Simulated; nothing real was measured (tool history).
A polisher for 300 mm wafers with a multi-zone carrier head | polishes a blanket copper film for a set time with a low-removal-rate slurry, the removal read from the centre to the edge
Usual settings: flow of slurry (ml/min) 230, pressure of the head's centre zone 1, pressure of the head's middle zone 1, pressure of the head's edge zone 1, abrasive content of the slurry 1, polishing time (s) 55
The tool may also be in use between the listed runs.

run    hour  flow of slurry (ml/min)  pressure of the head's centre zone  pressure of the head's middle zone  pressure of the head's edge zone  abrasive content of the slurry  polishing time (s)  wafers since the last listed run  wafers polished on this pad  hours since the slurry nozzle was cleaned  hours since the centre zone pressure was calibrated  hours since the edge zone pressure was calibrated  hours since the carrier head's membrane was replaced  incoming thickness of the incoming film, nm  film removed at the wafer's centre (angstrom)  film removed at mid-radius (angstrom)  film removed at the wafer's edge (angstrom)
  1       0                      230                                   1                                   1                                 1                               1                  55                                 0                         5305                                       27.3                                                346.6                                              416.4                                                  1295                                        653.3                                           2085                                   2141                                         2007
         26  -- worn pad replaced by a new one
  2    55.2                      230                                   1                                   1                                 1                               1                  55                               739                          421                                       82.5                                                401.8                                              471.6                                                1350.2                                        642.9                                           2298                                   2400                                         2260
  3   110.5                      230                                   1                                   1                                 1                               1                  55                               799                         1220                                      137.8                                                457.1                                              526.9                                                1405.5                                          632                                           2286                                   2288                                         2276
      170.8  -- edge zone pressure recalibrated
      187.9  -- carrier head's membrane replaced by a new one
  4   197.9                      230                                   1                                   1                                 1                               1                  55                              1161                         2382                                      225.2                                                544.5                                               27.1                                                    10                                        643.7                                           2197                                   2269                                         2117
  5   305.4                      230                                   1                                   1                                 1                               1                  55                              1553                         3935                                      332.7                                                  652                                              134.6                                                 117.5                                        632.3                                           2128                                   2194                                         2066
      349.4  -- slurry nozzle cleaned
      384.3  -- worn pad replaced by a new one
  6   402.9                      230                                   1                                   1                                 1                               1                  55                              1336                          268                                       53.5                                                749.5                                              232.1                                                   215                                        630.8                                           2291                                   2351                                         2254
  7   496.3                      230                                   1                                   1                                 1                               1                  55                              1349                         1618                                      146.9                                                842.9                                              325.5                                                 308.4                                        631.8                                           2240                                   2319                                         2194
  8   589.8                      195                                   1                                   1                                 1                               1                  62                              1351                         2969                                      240.4                                                936.4                                                419                                                 401.9                                        641.5                                           2428                                   2462                                         2388
  9   664.3                      230                                   1                                   1                                 1                               1                  55                              1076                         4046                                      314.9                                               1010.9                                              493.5                                                 476.4                                        645.7                                           2177                                   2157                                         2039
      732.7  -- worn pad replaced by a new one
 10   769.1                      230                                   1                                   1                                 1                               1                  55                              1456                          525                                      419.7                                               1115.7                                              598.3                                                 581.2                                        639.8                                           2270                                   2323                                         2236
      774.6  -- slurry nozzle cleaned
 11   818.4                      230                                   1                                   1                              0.91                               1                  67                               697                         1223                                       43.8                                                 1165                                              647.6                                                 630.5                                        637.4                                           2690                                   2806                                         2518
      853.2  -- edge zone pressure recalibrated
 12   916.1                      230                                   1                                   1                              0.96                               1                  55                              1382                         2606                                      141.5                                               1262.7                                               62.9                                                 728.2                                        630.5                                           2180                                   2256                                         2096
      955.3  -- centre zone pressure recalibrated
 13   989.2                      230                                   1                                   1                                 1                               1                  62                              1027                         3634                                      214.6                                                 33.9                                                136                                                 801.3                                          642                                           2404                                   2468                                         2313
 14  1052.3                      230                                   1                                   1                              0.92                             0.9                  71                               911                         4546                                      277.7                                                   97                                              199.1                                                 864.4                                        642.8                                           2591                                   2699                                         2475
     1106.1  -- worn pad replaced by a new one
 15    1127                      230                                   1                                   1                                 1                             1.1                  61                              1021                          302                                      352.4                                                171.7                                              273.8                                                 939.1                                        639.1                                           2612                                   2603                                         2504
     1144.1  -- slurry nozzle cleaned
 16  1172.3                      230                                   1                                   1                                 1                               1                  55                               640                          942                                       28.2                                                  217                                              319.1                                                 984.4                                          631                                           2250                                   2334                                         2203
 17  1257.8                      230                                1.07                                   1                              0.96                               1                  55                              1235                         2178                                      113.7                                                302.5                                              404.6                                                1069.9                                          643                                           2328                                   2245                                         2087
 18  1346.5                      170                                   1                                   1                                 1                             0.7                  55                              1281                         3460                                      202.4                                                391.2                                              493.3                                                1158.6                                        643.2                                           1901                                   2007                                         1908
 19  1410.2                      230                                   1                                   1                                 1                               1                  60                               920                         4380                                      266.1                                                454.9                                                557                                                1222.3                                        638.5                                           2200                                   2337                                         2182
 20  1456.6                      230                                   1                                   1                                 1                             1.2                  55                               670                         5051                                      312.5                                                501.3                                              603.4                                                1268.7                                        648.2                                           2129                                   2129                                         2060

5 ways to go on from here, each from the tool as it stands after run 20. What would each give?
  A  1457                      230                                   1                                   1                                 1                               1                  40                                 5                         5056                                      312.9                                                501.7                                              603.8                                                1269.1                                          650                                              ?                                      ?                                            ?
  B  1457                      230                                   1                                   1                              0.92                               1                  60                                 5                         5056                                      312.9                                                501.7                                              603.8                                                1269.1                                          650                                              ?                                      ?                                            ?
  C  1457                      230                                1.04                                   1                                 1                               1                  55                                 5                         5056                                      312.9                                                501.7                                              603.8                                                1269.1                                          650                                              ?                                      ?                                            ?
  D  1457                      290                                0.89                                   1                              1.08                               1                  48                                 5                         5056                                      312.9                                                501.7                                              603.8                                                1269.1                                          650                                              ?                                      ?                                            ?
  E  1457                      230                                0.89                                1.08                               0.9                               1                  55                                 5                         5056                                      312.9                                                501.7                                              603.8                                                1269.1                                          650                                              ?                                      ?                                            ?

run  film removed at the wafer's centre (angstrom)  film removed at mid-radius (angstrom)  film removed at the wafer's edge (angstrom)
  A                                           1485                                   1535                                         1432
  B                                           2227                                   2303                                         2065
  C                                           2094                                   2110                                         1969
  D                                           1694                                   1881                                         1813
  E                                           1898                                   2254                                         1872
Without the tool's hidden state the same runs would have given:
run  film removed at the wafer's centre (angstrom)  film removed at mid-radius (angstrom)  film removed at the wafer's edge (angstrom)
  A                                           1712                                   1770                                         1651
  B                                           2568                                   2656                                         2381
  C                                           2415                                   2434                                         2271
  D                                           1953                                   2169                                         2090
  E                                           2189                                   2600                                         2159

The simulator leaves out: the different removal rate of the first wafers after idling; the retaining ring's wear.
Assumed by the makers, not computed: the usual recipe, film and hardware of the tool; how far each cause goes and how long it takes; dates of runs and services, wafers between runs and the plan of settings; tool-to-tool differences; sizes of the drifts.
